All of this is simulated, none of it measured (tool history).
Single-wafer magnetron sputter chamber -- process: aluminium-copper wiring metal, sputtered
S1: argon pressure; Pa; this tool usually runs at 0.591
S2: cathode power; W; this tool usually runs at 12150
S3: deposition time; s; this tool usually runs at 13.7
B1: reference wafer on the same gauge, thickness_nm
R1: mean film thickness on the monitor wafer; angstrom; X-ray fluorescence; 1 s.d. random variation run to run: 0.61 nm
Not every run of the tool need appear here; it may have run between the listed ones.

Run 1, hour 0: usual settings; B1 312.835. Result: R1 2616.04 angstrom.
Run 2, hour 15.4: usual settings but S1 0.763 Pa; B1 313.086. Result: R1 2430.48 angstrom.
Run 3, hour 30.9: usual settings; B1 312.643. Result: R1 2595.3 angstrom.
Run 4, hour 44.4: usual settings; B1 312.933. Result: R1 2634.13 angstrom.
Run 5, hour 60.6: usual settings; B1 313.019. Result: R1 2624.79 angstrom.
Run 6, hour 71.6: usual settings; B1 312.918. Result: R1 2633.01 angstrom.
Run 7, hour 94.8: usual settings; B1 313.298. Result: R1 2631.22 angstrom.
Run 8, hour 95.1: usual settings but S2 13050 W, S3 15.3 s; B1 313.038. Result: R1 3127.99 angstrom.
Run 9, hour 108.4: usual settings; B1 312.826. Result: R1 2606.1 angstrom.
Run 10, hour 114.6: usual settings but S1 0.821 Pa, S2 14850 W, S3 12.9 s; B1 313.009. Result: R1 2726.31 angstrom.
Run 11, hour 129.2: usual settings but S1 0.691 Pa, S2 14500 W, S3 16.3 s; B1 313.063. Result: R1 3548.66 angstrom.
Run 12, hour 136.1: usual settings but S1 0.487 Pa, S3 11.9 s; B1 312.954. Result: R1 2368.72 angstrom.
Run 13, hour 158.1: usual settings but S2 11050 W, S3 11.7 s; B1 313.059. Result: R1 2045.35 angstrom.
Run 14, hour 170.5: usual settings but S2 10050 W; B1 313.147. Result: R1 2201.14 angstrom.
Run 15, hour 180.7: usual settings but S1 0.518 Pa; B1 313.401. Result: R1 2693.3 angstrom.
Run 16, hour 190.9: usual settings but S1 0.73 Pa, S3 12.1 s; B1 313.396. Result: R1 2189.83 angstrom.
Run 17, hour 202.9: usual settings; B1 313.123. Result: R1 2606.91 angstrom.

Between the runs listed above, the log contained 5 entries, not reproduced here. Where in the sequence does each belong, and how does what the log doesn't record of the tool's condition differ from the listed run before to the listed run after?
Between runs 3 and 4: sputter target and shields replaced (hour 43)
  deposition rate above that of a new target (%): -1.55 -> -0.196
  the result without the hidden state subtracted from the measured one, R1: -40.99 -> -5.18 angstrom
Between runs 6 and 7: magnet pack replaced (hour 89.7); capacitance manometer re-zeroed and calibrated (hour 94.3)
  deposition rate above that of a new target (%): -0.338 -> -0.663
  the result without the hidden state subtracted from the measured one, R1: -8.94 -> -17.57 angstrom
Between runs 10 and 11: sputter target and shields replaced (hour 127.8)
  deposition rate above that of a new target (%): -1.09 -> -0.326
  the result without the hidden state subtracted from the measured one, R1: -30.03 -> -11.63 angstrom
Between runs 12 and 13: gauge calibrated (hour 149.6)
  deposition rate above that of a new target (%): -0.338 -> -0.486
  the result without the hidden state subtracted from the measured one, R1: -8.03 -> -9.99 angstrom
